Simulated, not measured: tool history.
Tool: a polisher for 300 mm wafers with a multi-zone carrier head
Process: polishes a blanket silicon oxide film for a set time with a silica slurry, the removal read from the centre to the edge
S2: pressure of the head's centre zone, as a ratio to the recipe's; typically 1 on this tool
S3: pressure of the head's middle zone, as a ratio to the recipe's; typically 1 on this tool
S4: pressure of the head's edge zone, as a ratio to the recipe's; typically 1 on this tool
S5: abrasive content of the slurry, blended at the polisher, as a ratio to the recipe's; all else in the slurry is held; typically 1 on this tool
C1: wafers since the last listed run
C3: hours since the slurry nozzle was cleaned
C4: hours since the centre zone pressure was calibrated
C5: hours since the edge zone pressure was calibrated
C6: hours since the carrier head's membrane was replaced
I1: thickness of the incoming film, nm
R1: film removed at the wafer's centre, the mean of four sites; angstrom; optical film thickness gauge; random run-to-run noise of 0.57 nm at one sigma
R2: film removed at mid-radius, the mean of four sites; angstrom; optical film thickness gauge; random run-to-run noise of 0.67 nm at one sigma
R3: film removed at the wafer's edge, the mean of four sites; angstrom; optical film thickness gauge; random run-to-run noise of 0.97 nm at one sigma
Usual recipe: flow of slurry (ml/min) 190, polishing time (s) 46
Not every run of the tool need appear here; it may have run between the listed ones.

Run 1, hour 0: usual settings but flow of slurry (ml/min) 175; C1 0; wafers polished on this pad 1443; C3 310.5; C4 900.8; C5 797.6; C6 1090; I1 1047. Result: R1 937 angstrom, R2 896 angstrom, R3 867 angstrom.
At hour 101.3: carrier head's membrane replaced by a new one.
Run 2, hour 181.6: usual settings but S2 1.08; C1 1306; wafers polished on this pad 2749; C3 492.1; C4 1082.4; C5 979.2; C6 80.3; I1 1045.4. Result: R1 1020 angstrom, R2 895 angstrom, R3 876 angstrom.
Run 3, hour 222.6: usual settings but S2 1.08; C1 303; wafers polished on this pad 3053; C3 533.1; C4 1123.4; C5 1020.2; C6 121.3; I1 1051.1. Result: R1 1011 angstrom, R2 888 angstrom, R3 855 angstrom.
At hour 300.3: worn pad replaced by a new one.
Run 4, hour 304.7: usual settings but flow of slurry (ml/min) 230, S3 0.93, S4 0.89, S5 1.25; C1 577; wafers polished on this pad 32; C3 615.2; C4 1205.5; C5 1102.3; C6 203.4; I1 1055.8. Result: R1 1043 angstrom, R2 920 angstrom, R3 897 angstrom.
Run 5, hour 392.9: usual settings but flow of slurry (ml/min) 165, S5 0.7; C1 652; wafers polished on this pad 684; C3 703.4; C4 1293.7; C5 1190.5; C6 291.6; I1 1060.1. Result: R1 833 angstrom, R2 790 angstrom, R3 774 angstrom.
At hour 423.5: slurry nozzle cleaned.
At hour 440.2: centre zone pressure recalibrated.
Run 6, hour 479.1: usual settings; C1 615; wafers polished on this pad 1300; C3 55.6; C4 38.9; C5 1276.7; C6 377.8; I1 1054.1. Result: R1 902 angstrom, R2 886 angstrom, R3 863 angstrom.
Run 7, hour 521.9: usual settings but flow of slurry (ml/min) 255, polishing time (s) 53; C1 316; wafers polished on this pad 1616; C3 98.4; C4 81.7; C5 1319.5; C6 420.6; I1 1062.6. Result: R1 1085 angstrom, R2 1071 angstrom, R3 1020 angstrom.
At hour 585.8: edge zone pressure recalibrated.
Run 8, hour 621.6: usual settings but polishing time (s) 54; C1 722; wafers polished on this pad 2339; C3 198.1; C4 181.4; C5 35.8; C6 520.3; I1 1063.2. Result: R1 1059 angstrom, R2 1032 angstrom, R3 1020 angstrom.
Run 9, hour 692.8: usual settings but S4 1.06; C1 526; wafers polished on this pad 2865; C3 269.3; C4 252.6; C5 107; C6 591.5; I1 1054.1. Result: R1 927 angstrom, R2 885 angstrom, R3 915 angstrom.
Run 10, hour 756.7: usual settings but S3 0.92, polishing time (s) 51; C1 472; wafers polished on this pad 3338; C3 333.2; C4 316.5; C5 170.9; C6 655.4; I1 1060.3. Result: R1 1015 angstrom, R2 925 angstrom, R3 989 angstrom.
At hour 843.9: worn pad replaced by a new one.
Run 11, hour 844.4: usual settings but flow of slurry (ml/min) 255, polishing time (s) 53; C1 619; wafers polished on this pad 3; C3 420.9; C4 404.2; C5 258.6; C6 743.1; I1 1052.1. Result: R1 1115 angstrom, R2 1073 angstrom, R3 1027 angstrom.
Run 12, hour 881.5: usual settings but S2 0.94, S5 1.25; C1 274; wafers polished on this pad 278; C3 458; C4 441.3; C5 295.7; C6 780.2; I1 1043.1. Result: R1 937 angstrom, R2 957 angstrom, R3 938 angstrom.
Run 13, hour 952.9: usual settings but polishing time (s) 41; C1 528; wafers polished on this pad 806; C3 529.4; C4 512.7; C5 367.1; C6 851.6; I1 1057.3. Result: R1 837 angstrom, R2 791 angstrom, R3 762 angstrom.

The next listed run, before its measurement:
Run 14, hour 1051.1: usual settings but S5 1.2; C1 726; wafers polished on this pad 1532; C3 627.6; C4 610.9; C5 465.3; C6 949.8; I1 1060.7. Result: R1 ?, R2 ?, R3 ?.

{"run 14": {"R1": 997, "R2": 939, "R3": 901}}
Had the tool carried no hidden state, the very same run would have given R1 938 angstrom, R2 939 angstrom, R3 901 angstrom.

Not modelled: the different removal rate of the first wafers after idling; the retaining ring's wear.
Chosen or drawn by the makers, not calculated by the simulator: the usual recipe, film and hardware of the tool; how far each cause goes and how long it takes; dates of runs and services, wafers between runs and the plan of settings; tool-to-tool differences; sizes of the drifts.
